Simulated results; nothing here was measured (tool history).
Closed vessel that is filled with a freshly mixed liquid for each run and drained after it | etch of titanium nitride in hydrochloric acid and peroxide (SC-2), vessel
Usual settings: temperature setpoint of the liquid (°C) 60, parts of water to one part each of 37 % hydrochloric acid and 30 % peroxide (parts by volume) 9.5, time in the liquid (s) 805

run   hour  temperature setpoint of the liquid (°C)  parts of water to one part each of 37 % hydrochloric acid and 30 % peroxide (parts by volume)  time in the liquid (s)  read-back film thickness of the titanium nitride reference wafer, read on the same gauge (nm)  thickness taken off the titanium nitride on a monitor wafer (angstrom)
  1      0                                       60                                                                                            9.5                     805                                                                                         145.59                                                                   395.8
  2     25                                       60                                                                                            9.5                     805                                                                                         145.49                                                                   393.5
  3   56.6                                       60                                                                                            7.5                     805                                                                                         145.39                                                                   477.2
  4   90.7                                       60                                                                                            9.5                    1140                                                                                         145.27                                                                   559.3
     118.9  -- chemicals flow meter replaced
  5  119.4                                       55                                                                                            8.5                     805                                                                                         145.26                                                                   315.1
     135.5  -- new drum of peroxide connected
  6  144.1                                       55                                                                                            8.5                     805                                                                                         145.18                                                                   313.9
  7  177.9                                       55                                                                                            8.5                     805                                                                                         145.12                                                                   311.1
  8  193.5                                       60                                                                                            9.5                     805                                                                                         145.04                                                                   392.4
  9  228.2                                       60                                                                                            9.5                     805                                                                                         145.06                                                                     393
 10  241.1                                       60                                                                                            9.5                     805                                                                                         145.02                                                                   391.3
 11  254.8                                       50                                                                                              8                    1240                                                                                         145.05                                                                     365
     276.7  -- thermometer replaced
 12  342.1                                       60                                                                                              5                     495                                                                                         144.89                                                                   397.7
 13  375.4                                       60                                                                                            9.5                     805                                                                                         144.86                                                                     391
 14  389.7                                       55                                                                                              5                    1145                                                                                         144.81                                                                   664.6
 15  404.4                                     57.5                                                                                            9.5                     805                                                                                         144.84                                                                   336.6
     431.1  -- gauge calibrated
 16    432                                     50.5                                                                                            9.5                     805                                                                                         149.68                                                                   220.9
 17  529.7                                       56                                                                                             11                     805                                                                                         148.36                                                                   275.9
 18  542.4                                       60                                                                                            9.5                     805                                                                                         148.18                                                                   403.3
 19  571.2                                       64                                                                                             11                    1265                                                                                         147.86                                                                   714.8
 20  605.7                                       60                                                                                            9.5                     805                                                                                         147.54                                                                   400.3
 21  638.4                                       60                                                                                            9.5                    1035                                                                                         147.26                                                                   513.8
 22  656.7                                       55                                                                                           12.5                     805                                                                                         147.09                                                                   230.7
 23  669.3                                       70                                                                                            5.5                     405                                                                                         147.01                                                                     565
 24  682.1                                       60                                                                                            9.5                     805                                                                                         146.92                                                                   400.5
     699.7  -- new drum of peroxide connected
 25  706.5                                       52                                                                                           13.5                     965                                                                                         146.75                                                                   211.8
 26    722                                     55.5                                                                                              8                     805                                                                                         146.63                                                                   343.9
 27  757.8                                       65                                                                                            9.5                     805                                                                                          146.4                                                                   538.7
 28  771.7                                       67                                                                                             14                     805                                                                                         146.38                                                                   438.1

What the log doesn't show, run by run:
liquid colder than its thermometer reads (K): 0 in every run
chemicals flow below the setpoint (%): 0 in every run
peroxide weaker than its label (%): 0 in every run
H1: gauge reads high (%)
run      H1
  1   -2.92
  2   -2.98
  3   -3.05
  4   -3.11
  5   -3.16
  6    -3.2
  7   -3.25
  8   -3.27
  9   -3.31
 10   -3.32
 11   -3.33
 12   -3.41
 13   -3.43
 14   -3.44
 15   -3.45
 16  -0.175
 17   -1.11
 18   -1.21
 19   -1.42
 20   -1.65
 21   -1.84
 22   -1.94
 23      -2
 24   -2.06
 25   -2.18
 26   -2.24
 27   -2.38
 28   -2.43

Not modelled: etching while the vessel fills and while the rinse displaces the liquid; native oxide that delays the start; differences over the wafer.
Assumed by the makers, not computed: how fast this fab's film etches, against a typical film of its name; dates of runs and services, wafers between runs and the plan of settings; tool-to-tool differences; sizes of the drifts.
